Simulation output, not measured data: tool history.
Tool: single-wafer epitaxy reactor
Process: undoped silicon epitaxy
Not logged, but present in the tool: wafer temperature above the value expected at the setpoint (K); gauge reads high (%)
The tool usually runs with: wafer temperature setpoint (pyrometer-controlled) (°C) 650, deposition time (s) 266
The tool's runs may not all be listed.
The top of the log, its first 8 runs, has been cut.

run,hour,wafer temperature setpoint (pyrometer-controlled) (°C),deposition time (s),wafers since the last listed run,hours since the last pyrometer calibration,hours since the gauge calibration,"read-back reference wafer on the same gauge, thickness_nm",mean film thickness on the monitor wafer (angstrom)
9,553.6,657,266,470,117.2,2485.2,43.167,507.85
10,652.2,655,239,816,215.8,2583.8,43.23,440.06
11,725,650,266,602,288.6,2656.6,43.191,425.45
12,788.4,650,266,525,352,2720,43.366,428.74
13,870.9,650,266,683,434.5,2802.5,43.39,428.16
14,931.1,650,266,498,494.7,2862.7,43.391,436.4
15,977.8,650,266,386,541.4,2909.4,43.436,435.19
16,1022.7,641,224,371,586.3,2954.3,43.557,288.65
17,1088.3,646,266,543,651.9,3019.9,43.54,391.99
18,1132.4,646,266,365,696,3064,43.595,392.76
19,1196.2,659,266,528,759.8,3127.8,43.647,542.83
20,1255.5,659,266,491,819.1,3187.1,43.735,542.75
21,1316.1,659,266,501,879.7,3247.7,43.806,543
22,1389.6,638,247,608,953.2,3321.2,43.878,297.36
# hour 1478.6: gauge calibrated
23,1484.9,661,281,789,1048.5,6.3,42.031,581.37
24,1543.8,661,220,487,1107.4,65.2,41.9,453.59
25,1582.9,650,266,323,1146.5,104.3,41.962,421.09
# hour 1633.9: pyrometer calibrated
26,1682.1,659,298,755,48.2,203.5,42.076,589.03
27,1754.3,663,266,597,120.4,275.7,42.037,575.28
28,1835.2,650,266,670,201.3,356.6,42.04,418.43
29,1922.3,639,227,721,288.4,443.7,41.939,269.84
30,1983.4,650,266,506,349.5,504.8,42.06,419.56

Run 31 has not been measured yet. What should we expect?
31,2053.2,638,282,578,419.3,574.6,?,?

{"run 31": {"read-back reference wafer on the same gauge, thickness_nm": 42.095, "mean film thickness on the monitor wafer (angstrom)": 332.24}}
Take away the tool's hidden state, keep the run-to-run variation as it was, and the same run would have given mean film thickness on the monitor wafer (angstrom) 331.72.
